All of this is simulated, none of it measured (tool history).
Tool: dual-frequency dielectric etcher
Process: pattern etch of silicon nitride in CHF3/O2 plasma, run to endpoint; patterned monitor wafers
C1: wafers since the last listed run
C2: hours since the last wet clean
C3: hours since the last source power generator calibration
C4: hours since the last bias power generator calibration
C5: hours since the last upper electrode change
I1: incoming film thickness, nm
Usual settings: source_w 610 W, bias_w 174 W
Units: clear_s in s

{"run": 1, "hour": 0.0, "source_w": 680, "bias_w": 193, "C1": 0, "C2": 199.4, "C3": 3306.2, "C4": 1775.2, "C5": 3146.5, "I1": 93.6, "clear_s": 55}
{"run": 2, "hour": 10.8, "source_w": 610, "bias_w": 174, "C1": 138, "C2": 210.2, "C3": 3317, "C4": 1786, "C5": 3157.3, "I1": 94.4, "clear_s": 60.5}
{"run": 3, "hour": 21.6, "source_w": 610, "bias_w": 174, "C1": 138, "C2": 221, "C3": 3327.8, "C4": 1796.8, "C5": 3168.1, "I1": 93.9, "clear_s": 59.9}
{"run": 4, "hour": 39.5, "source_w": 610, "bias_w": 174, "C1": 229, "C2": 238.9, "C3": 3345.7, "C4": 1814.7, "C5": 3186, "I1": 95, "clear_s": 61.1}
{"run": 5, "hour": 48.1, "source_w": 610, "bias_w": 174, "C1": 110, "C2": 247.5, "C3": 3354.3, "C4": 1823.3, "C5": 3194.6, "I1": 93.6, "clear_s": 59.9}
{"run": 6, "hour": 63.9, "source_w": 610, "bias_w": 174, "C1": 202, "C2": 263.3, "C3": 3370.1, "C4": 1839.1, "C5": 3210.4, "I1": 93.4, "clear_s": 59.3}
{"run": 7, "hour": 71.5, "source_w": 610, "bias_w": 174, "C1": 97, "C2": 270.9, "C3": 3377.7, "C4": 1846.7, "C5": 3218, "I1": 94.6, "clear_s": 60.3}
{"run": 8, "hour": 84.5, "source_w": 610, "bias_w": 174, "C1": 166, "C2": 283.9, "C3": 3390.7, "C4": 1859.7, "C5": 3231, "I1": 93.9, "clear_s": 60}
{"run": 9, "hour": 91.2, "source_w": 610, "bias_w": 174, "C1": 85, "C2": 290.6, "C3": 3397.4, "C4": 1866.4, "C5": 3237.7, "I1": 93.5, "clear_s": 59.9}
{"hour": 107.7, "done": "source power generator calibrated"}
{"run": 10, "hour": 108.2, "source_w": 690, "bias_w": 200, "C1": 166, "C2": 307.6, "C3": 0.5, "C4": 1883.4, "C5": 3254.7, "I1": 93.9, "clear_s": 53.3}
{"run": 11, "hour": 119.2, "source_w": 610, "bias_w": 174, "C1": 140, "C2": 318.6, "C3": 11.5, "C4": 1894.4, "C5": 3265.7, "I1": 93.5, "clear_s": 59.9}
{"run": 12, "hour": 130.3, "source_w": 710, "bias_w": 174, "C1": 142, "C2": 329.7, "C3": 22.6, "C4": 1905.5, "C5": 3276.8, "I1": 93.2, "clear_s": 56.2}
{"run": 13, "hour": 146.8, "source_w": 610, "bias_w": 174, "C1": 211, "C2": 346.2, "C3": 39.1, "C4": 1922, "C5": 3293.3, "I1": 94.1, "clear_s": 59.7}
{"run": 14, "hour": 154.4, "source_w": 660, "bias_w": 137, "C1": 97, "C2": 353.8, "C3": 46.7, "C4": 1929.6, "C5": 3300.9, "I1": 93.8, "clear_s": 64.9}
{"hour": 183.5, "done": "upper electrode replaced"}
{"hour": 185.4, "done": "bias power generator calibrated"}
{"hour": 191.5, "done": "wet clean of the chamber"}
{"run": 15, "hour": 192.0, "source_w": 520, "bias_w": 174, "C1": 71, "C2": 0.5, "C3": 84.3, "C4": 6.6, "C5": 8.5, "I1": 94.6, "clear_s": 64.2}
{"run": 16, "hour": 192.3, "source_w": 730, "bias_w": 202, "C1": 3, "C2": 0.8, "C3": 84.6, "C4": 6.9, "C5": 8.8, "I1": 93, "clear_s": 51.5}
{"run": 17, "hour": 192.8, "source_w": 610, "bias_w": 174, "C1": 6, "C2": 1.3, "C3": 85.1, "C4": 7.4, "C5": 9.3, "I1": 93.9, "clear_s": 60.3}
{"run": 18, "hour": 203.2, "source_w": 720, "bias_w": 174, "C1": 133, "C2": 11.7, "C3": 95.5, "C4": 17.8, "C5": 19.7, "I1": 93.8, "clear_s": 56.5}
{"run": 19, "hour": 247.8, "source_w": 660, "bias_w": 157, "C1": 570, "C2": 56.3, "C3": 140.1, "C4": 62.4, "C5": 64.3, "I1": 93.4, "clear_s": 61}
{"run": 20, "hour": 255.9, "source_w": 550, "bias_w": 162, "C1": 103, "C2": 64.4, "C3": 148.2, "C4": 70.5, "C5": 72.4, "I1": 94.1, "clear_s": 64.7}
{"run": 21, "hour": 268.8, "source_w": 610, "bias_w": 174, "C1": 165, "C2": 77.3, "C3": 161.1, "C4": 83.4, "C5": 85.3, "I1": 94.6, "clear_s": 60.2}
{"run": 22, "hour": 278.4, "source_w": 610, "bias_w": 174, "C1": 122, "C2": 86.9, "C3": 170.7, "C4": 93, "C5": 94.9, "I1": 93.9, "clear_s": 59.8}

Forecast each of these 4 alternatives for the next run:
{"run": "A", "hour": 278.8, "source_w": 610, "bias_w": 211, "C1": 5, "C2": 87.3, "C3": 171.1, "C4": 93.4, "C5": 95.3, "I1": 93.8, "clear_s": "?"}
{"run": "B", "hour": 278.8, "source_w": 700, "bias_w": 174, "C1": 5, "C2": 87.3, "C3": 171.1, "C4": 93.4, "C5": 95.3, "I1": 93.8, "clear_s": "?"}
{"run": "C", "hour": 278.8, "source_w": 510, "bias_w": 197, "C1": 5, "C2": 87.3, "C3": 171.1, "C4": 93.4, "C5": 95.3, "I1": 93.8, "clear_s": "?"}
{"run": "D", "hour": 278.8, "source_w": 510, "bias_w": 158, "C1": 5, "C2": 87.3, "C3": 171.1, "C4": 93.4, "C5": 95.3, "I1": 93.8, "clear_s": "?"}

run=A clear_s=54.9
run=B clear_s=57
run=C clear_s=60.9
run=D clear_s=67.8
Without the tool's hidden state the same runs would have given:
run=A clear_s=54.9
run=B clear_s=57
run=C clear_s=60.9
run=D clear_s=67.8
